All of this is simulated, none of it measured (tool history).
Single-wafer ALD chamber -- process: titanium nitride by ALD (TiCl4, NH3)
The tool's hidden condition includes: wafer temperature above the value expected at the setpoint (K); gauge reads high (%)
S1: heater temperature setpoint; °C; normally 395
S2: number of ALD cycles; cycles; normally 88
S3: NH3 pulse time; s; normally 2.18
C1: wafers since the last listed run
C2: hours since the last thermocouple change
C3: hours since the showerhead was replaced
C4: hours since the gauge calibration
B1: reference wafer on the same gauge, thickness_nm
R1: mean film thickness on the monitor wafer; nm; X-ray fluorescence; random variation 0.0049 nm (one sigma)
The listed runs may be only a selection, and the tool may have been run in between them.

run	day	S1	S2	S3	C1	C2	C3	C4	B1	R1
1	0.000	395	88	2.18	0	793.0	2361.2	511.3	1.723	1.962
2	2.217	395	88	2.18	139	846.2	2414.4	564.5	1.726	1.956
3	4.996	395	76	1.50	174	912.9	2481.1	631.2	1.722	1.655
4	7.042	395	76	1.50	128	962.0	2530.2	680.3	1.724	1.649
5	11.138	395	76	1.50	257	1060.3	2628.5	778.6	1.724	1.647
# day 14.667: thermocouple changed; heater temperature recalibrated
6	15.538	395	88	2.18	256	20.9	2734.1	884.2	1.721	1.955
7	19.696	395	88	2.18	261	120.7	2833.9	984.0	1.717	1.948
8	22.017	406	88	2.18	146	176.4	2889.6	1039.7	1.715	1.962
9	25.221	395	88	2.18	201	253.3	2966.5	1116.6	1.716	1.955
10	28.238	395	88	2.83	189	325.7	3038.9	1189.0	1.714	1.975
11	30.971	395	88	2.83	172	391.3	3104.5	1254.6	1.712	1.975
12	34.533	395	88	2.83	224	476.8	3190.0	1340.1	1.711	1.972
13	37.712	395	88	2.18	200	553.1	3266.3	1416.4	1.712	1.953
14	40.962	395	88	2.18	204	631.1	3344.3	1494.4	1.708	1.941
15	44.925	403	104	2.18	249	726.2	3439.4	1589.5	1.706	2.301
16	47.862	395	75	2.63	184	796.7	3509.9	1660.0	1.705	1.663
17	49.771	399	98	1.92	120	842.5	3555.7	1705.8	1.704	2.151
18	53.792	406	93	1.36	253	939.0	3652.2	1802.3	1.705	1.994
# day 59.108: thermocouple changed; heater temperature recalibrated
# day 61.375: showerhead replaced
19	64.367	390	88	1.34	623	126.2	71.8	2056.1	1.697	1.848
20	68.733	395	76	1.50	274	231.0	176.6	2160.9	1.696	1.624
21	72.104	406	75	2.73	212	311.9	257.5	2241.8	1.695	1.670
# day 72.675: gauge calibrated
22	76.479	400	93	2.75	275	416.9	362.5	91.3	1.721	2.108
23	78.538	395	88	2.18	129	466.3	411.9	140.7	1.718	1.948
24	82.288	403	73	1.47	236	556.3	501.9	230.7	1.719	1.589
25	86.112	403	97	2.71	240	648.1	593.7	322.5	1.719	2.190
26	89.988	395	88	1.86	244	741.1	686.7	415.5	1.717	1.930
27	92.375	395	88	2.73	150	798.4	744.0	472.8	1.714	1.969
28	95.875	403	79	1.35	220	882.4	828.0	556.8	1.712	1.705

The tool's hidden state at each run:
wafer temperature above the value expected at the setpoint (K): 0 across all the runs
H1: gauge reads high (%)
run	H1
1	-0.231
2	-0.285
3	-0.353
4	-0.403
5	-0.503
6	-0.61
7	-0.712
8	-0.768
9	-0.846
10	-0.92
11	-0.987
12	-1.07
13	-1.15
14	-1.23
15	-1.33
16	-1.4
17	-1.45
18	-1.54
19	-1.8
20	-1.91
21	-1.99
22	-0.461
23	-0.512
24	-0.603
25	-0.697
26	-0.791
27	-0.849
28	-0.935
